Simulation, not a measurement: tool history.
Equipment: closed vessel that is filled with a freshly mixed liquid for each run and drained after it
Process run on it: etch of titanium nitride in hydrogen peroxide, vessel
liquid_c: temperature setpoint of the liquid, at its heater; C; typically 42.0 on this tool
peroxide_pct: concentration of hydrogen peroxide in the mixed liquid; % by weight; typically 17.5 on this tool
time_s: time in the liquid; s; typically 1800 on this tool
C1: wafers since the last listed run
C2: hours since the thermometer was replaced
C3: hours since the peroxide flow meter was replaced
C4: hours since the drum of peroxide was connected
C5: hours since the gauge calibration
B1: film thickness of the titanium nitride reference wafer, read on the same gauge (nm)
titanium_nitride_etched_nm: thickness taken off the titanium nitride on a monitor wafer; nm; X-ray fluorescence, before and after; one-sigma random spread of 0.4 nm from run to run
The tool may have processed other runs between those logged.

Run 1, hour 0.0: usual settings; C1 0; C2 1587.6; C3 2215.1; C4 407.6; C5 253.9; B1 39.97. Result: titanium_nitride_etched_nm 49.33 nm.
Run 2, hour 55.0: usual settings; C1 2193; C2 1642.6; C3 2270.1; C4 462.6; C5 308.9; B1 40.01. Result: titanium_nitride_etched_nm 49.70 nm.
Run 3, hour 104.2: usual settings; C1 1962; C2 1691.8; C3 2319.3; C4 511.8; C5 358.1; B1 40.02. Result: titanium_nitride_etched_nm 49.25 nm.
Run 4, hour 158.9: usual settings but liquid_c 48.5 C, time_s 1505 s; C1 2181; C2 1746.5; C3 2374.0; C4 566.5; C5 412.8; B1 40.02. Result: titanium_nitride_etched_nm 67.65 nm.
Run 5, hour 183.6: usual settings; C1 985; C2 1771.2; C3 2398.7; C4 591.2; C5 437.5; B1 40.02. Result: titanium_nitride_etched_nm 50.42 nm.
Run 6, hour 243.1: usual settings; C1 2373; C2 1830.7; C3 2458.2; C4 650.7; C5 497.0; B1 40.00. Result: titanium_nitride_etched_nm 50.57 nm.
Run 7, hour 271.1: usual settings but peroxide_pct 15.5 % by weight, time_s 2440 s; C1 1116; C2 1858.7; C3 2486.2; C4 678.7; C5 525.0; B1 40.02. Result: titanium_nitride_etched_nm 67.07 nm.
Run 8, hour 296.0: usual settings but peroxide_pct 15.5 % by weight, time_s 2440 s; C1 993; C2 1883.6; C3 2511.1; C4 703.6; C5 549.9; B1 39.97. Result: titanium_nitride_etched_nm 66.30 nm.
Run 9, hour 335.6: usual settings but peroxide_pct 13.5 % by weight, time_s 1400 s; C1 1579; C2 1923.2; C3 2550.7; C4 743.2; C5 589.5; B1 39.99. Result: titanium_nitride_etched_nm 37.24 nm.
At hour 387.3: peroxide flow meter replaced.
Run 10, hour 395.7: usual settings but peroxide_pct 13.5 % by weight, time_s 1400 s; C1 2357; C2 1983.3; C3 8.4; C4 803.3; C5 649.6; B1 39.98. Result: titanium_nitride_etched_nm 36.70 nm.
Run 11, hour 446.5: usual settings; C1 2026; C2 2034.1; C3 59.2; C4 854.1; C5 700.4; B1 40.03. Result: titanium_nitride_etched_nm 50.75 nm.
Run 12, hour 482.9: usual settings; C1 1451; C2 2070.5; C3 95.6; C4 890.5; C5 736.8; B1 39.99. Result: titanium_nitride_etched_nm 50.83 nm.
Run 13, hour 523.9: usual settings but liquid_c 51.0 C, time_s 2550 s; C1 1635; C2 2111.5; C3 136.6; C4 931.5; C5 777.8; B1 39.98. Result: titanium_nitride_etched_nm 141.12 nm.
Run 14, hour 561.4: usual settings but liquid_c 48.5 C, peroxide_pct 22.0 % by weight, time_s 1080 s; C1 1495; C2 2149.0; C3 174.1; C4 969.0; C5 815.3; B1 40.01. Result: titanium_nitride_etched_nm 51.79 nm.
At hour 585.8: thermometer replaced.
Run 15, hour 642.6: usual settings but liquid_c 47.0 C, peroxide_pct 21.5 % by weight, time_s 1425 s; C1 3199; C2 56.8; C3 255.3; C4 1050.2; C5 896.5; B1 40.00. Result: titanium_nitride_etched_nm 54.43 nm.
At hour 671.0: gauge calibrated.
Run 16, hour 676.1: usual settings but liquid_c 33.5 C, peroxide_pct 22.5 % by weight, time_s 1515 s; C1 1336; C2 90.3; C3 288.8; C4 1083.7; C5 5.1; B1 40.00. Result: titanium_nitride_etched_nm 20.51 nm.
Run 17, hour 738.9: usual settings but peroxide_pct 15.5 % by weight; C1 2504; C2 153.1; C3 351.6; C4 1146.5; C5 67.9; B1 40.01. Result: titanium_nitride_etched_nm 43.97 nm.
Run 18, hour 793.2: usual settings but liquid_c 49.5 C, time_s 2180 s; C1 2165; C2 207.4; C3 405.9; C4 1200.8; C5 122.2; B1 39.97. Result: titanium_nitride_etched_nm 96.70 nm.
Run 19, hour 826.8: usual settings; C1 1340; C2 241.0; C3 439.5; C4 1234.4; C5 155.8; B1 39.99. Result: titanium_nitride_etched_nm 45.88 nm.
Run 20, hour 856.3: usual settings but peroxide_pct 15.0 % by weight; C1 1176; C2 270.5; C3 469.0; C4 1263.9; C5 185.3; B1 40.03. Result: titanium_nitride_etched_nm 44.32 nm.
At hour 875.7: new drum of peroxide connected.
Run 21, hour 911.2: usual settings but liquid_c 47.0 C, peroxide_pct 22.5 % by weight, time_s 2670 s; C1 2149; C2 325.4; C3 523.9; C4 35.5; C5 240.2; B1 40.02. Result: titanium_nitride_etched_nm 105.39 nm.
Run 22, hour 970.4: usual settings but liquid_c 48.5 C, peroxide_pct 16.0 % by weight; C1 2361; C2 384.6; C3 583.1; C4 94.7; C5 299.4; B1 40.01. Result: titanium_nitride_etched_nm 73.34 nm.
Run 23, hour 1009.3: usual settings but time_s 1135 s; C1 1551; C2 423.5; C3 622.0; C4 133.6; C5 338.3; B1 39.97. Result: titanium_nitride_etched_nm 29.20 nm.
Run 24, hour 1049.6: usual settings; C1 1607; C2 463.8; C3 662.3; C4 173.9; C5 378.6; B1 39.97. Result: titanium_nitride_etched_nm 45.77 nm.
Run 25, hour 1098.1: usual settings but liquid_c 48.5 C, time_s 2830 s; C1 1934; C2 512.3; C3 710.8; C4 222.4; C5 427.1; B1 40.02. Result: titanium_nitride_etched_nm 118.01 nm.

Below are 5 alternative next runs, each starting from the tool's condition after run 25. Predict each:
Run A, hour 1099.2: usual settings but liquid_c 48.5 C; C1 43; C2 513.4; C3 711.9; C4 223.5; C5 428.2; B1 ?. Result: titanium_nitride_etched_nm ?.
Run B, hour 1099.2: usual settings but peroxide_pct 19.0 % by weight, time_s 1460 s; C1 43; C2 513.4; C3 711.9; C4 223.5; C5 428.2; B1 ?. Result: titanium_nitride_etched_nm ?.
Run C, hour 1099.2: usual settings but liquid_c 50.0 C, peroxide_pct 14.0 % by weight, time_s 1270 s; C1 43; C2 513.4; C3 711.9; C4 223.5; C5 428.2; B1 ?. Result: titanium_nitride_etched_nm ?.
Run D, hour 1099.2: usual settings but liquid_c 45.0 C, peroxide_pct 20.5 % by weight, time_s 1270 s; C1 43; C2 513.4; C3 711.9; C4 223.5; C5 428.2; B1 ?. Result: titanium_nitride_etched_nm ?.
Run E, hour 1099.2: usual settings but time_s 2135 s; C1 43; C2 513.4; C3 711.9; C4 223.5; C5 428.2; B1 ?. Result: titanium_nitride_etched_nm ?.

run     B1  titanium_nitride_etched_nm
  A  40.00                       75.51
  B  40.00                       38.51
  C  40.00                       56.65
  D  40.00                       42.63
  E  40.00                       55.34
Without the tool's unlogged condition, the same runs would have read:
run  titanium_nitride_etched_nm
  A                       71.76
  B                       36.52
  C                       53.86
  D                       40.46
  E                       52.48
